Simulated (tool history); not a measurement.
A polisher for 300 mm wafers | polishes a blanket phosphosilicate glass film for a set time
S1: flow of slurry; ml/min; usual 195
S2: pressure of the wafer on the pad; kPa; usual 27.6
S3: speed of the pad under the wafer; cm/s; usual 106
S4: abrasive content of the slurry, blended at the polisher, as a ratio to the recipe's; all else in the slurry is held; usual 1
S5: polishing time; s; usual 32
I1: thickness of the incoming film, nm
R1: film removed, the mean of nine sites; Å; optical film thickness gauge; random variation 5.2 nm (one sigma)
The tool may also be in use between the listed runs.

run 1 hour=0 | S1=195 S2=27.6 S3=106 S4=1 S5=32 | I1=4146.3 | R1=4132
run 2 hour=23.4 | S1=175 S2=27.6 S3=106 S4=1 S5=32 | I1=4106.2 | R1=3991
run 3 hour=40.6 | S1=195 S2=27.6 S3=106 S4=1 S5=32 | I1=4167.8 | R1=4010
run 4 hour=47.7 | S1=195 S2=27.6 S3=116 S4=1 S5=32 | I1=4098.6 | R1=4266
run 5 hour=63.1 | S1=195 S2=27.6 S3=106 S4=1 S5=32 | I1=4088.1 | R1=3901
run 6 hour=78.9 | S1=215 S2=27.6 S3=106 S4=0.85 S5=40 | I1=4085.3 | R1=4631
run 7 hour=85.2 | S1=195 S2=27.6 S3=106 S4=1 S5=32 | I1=4134.7 | R1=3940
run 8 hour=92.3 | S1=195 S2=31.7 S3=106 S4=1 S5=37 | I1=4091.7 | R1=5113
run 9 hour=107.9 | S1=125 S2=27.6 S3=94 S4=0.85 S5=39 | I1=4155.3 | R1=4022
-- hour=118.2 slurry blender recalibrated
run 10 hour=119.1 | S1=195 S2=27.6 S3=78 S4=1 S5=32 | I1=4190.1 | R1=3154
-- hour=125.3 worn pad replaced by a new one
run 11 hour=127.3 | S1=240 S2=27.6 S3=106 S4=0.9 S5=32 | I1=4126.9 | R1=3823
run 12 hour=179.3 | S1=135 S2=22.1 S3=106 S4=1 S5=23 | I1=4178.3 | R1=2122
-- hour=181.8 slurry nozzle cleaned
run 13 hour=190.9 | S1=195 S2=27.6 S3=106 S4=1 S5=39 | I1=4135.1 | R1=4600
-- hour=197.6 head pressure recalibrated
run 14 hour=199.7 | S1=195 S2=27.6 S3=106 S4=1 S5=32 | I1=4137.5 | R1=3825
run 15 hour=214.5 | S1=160 S2=36.5 S3=124 S4=1 S5=26 | I1=4111.2 | R1=4333
run 16 hour=230.8 | S1=195 S2=27.6 S3=78 S4=1 S5=32 | I1=4219.4 | R1=3136
-- hour=252.7 conditioning disc replaced and pad reconditioned
-- hour=265.6 worn pad replaced by a new one
-- hour=285.5 slurry blender recalibrated
run 17 hour=286 | S1=195 S2=27.6 S3=78 S4=1 S5=42 | I1=4167.9 | R1=4283
run 18 hour=291.4 | S1=215 S2=22.8 S3=86 S4=1 S5=27 | I1=4163.8 | R1=2440
run 19 hour=302.4 | S1=260 S2=22.8 S3=106 S4=1.2 S5=32 | I1=4129.2 | R1=3639
run 20 hour=314.4 | S1=160 S2=19.3 S3=106 S4=1 S5=39 | I1=4152.8 | R1=3374
run 21 hour=322.3 | S1=195 S2=27.6 S3=78 S4=1 S5=26 | I1=4165.6 | R1=2608
run 22 hour=331.5 | S1=195 S2=31.7 S3=106 S4=0.9 S5=32 | I1=4151.1 | R1=4255
run 23 hour=382.5 | S1=145 S2=27.6 S3=132 S4=1 S5=32 | I1=4201.8 | R1=4359
run 24 hour=392.5 | S1=195 S2=27.6 S3=106 S4=1 S5=22 | I1=4133.1 | R1=2660
-- hour=398.3 worn pad replaced by a new one
-- hour=402.4 slurry nozzle cleaned
run 25 hour=405.1 | S1=195 S2=22.8 S3=90 S4=1 S5=32 | I1=4140.9 | R1=2890
run 26 hour=415.2 | S1=195 S2=36.5 S3=82 S4=1.15 S5=39 | I1=4140.3 | R1=5352

Forecast each of these 4 alternatives for the next run:
run A hour=415.6 | S1=195 S2=27.6 S3=106 S4=1 S5=32 | I1=4208.9 | R1=?
run B hour=415.6 | S1=160 S2=27.6 S3=106 S4=1 S5=32 | I1=4208.9 | R1=?
run C hour=415.6 | S1=160 S2=31.7 S3=140 S4=1.1 S5=32 | I1=4208.9 | R1=?
run D hour=415.6 | S1=195 S2=20 S3=106 S4=1 S5=32 | I1=4208.9 | R1=?

run=A R1=3844
run=B R1=3778
run=C R1=5398
run=D R1=2834
Without the tool's hidden state the same runs would have given:
run=A R1=4116
run=B R1=4045
run=C R1=5943
run=D R1=2984

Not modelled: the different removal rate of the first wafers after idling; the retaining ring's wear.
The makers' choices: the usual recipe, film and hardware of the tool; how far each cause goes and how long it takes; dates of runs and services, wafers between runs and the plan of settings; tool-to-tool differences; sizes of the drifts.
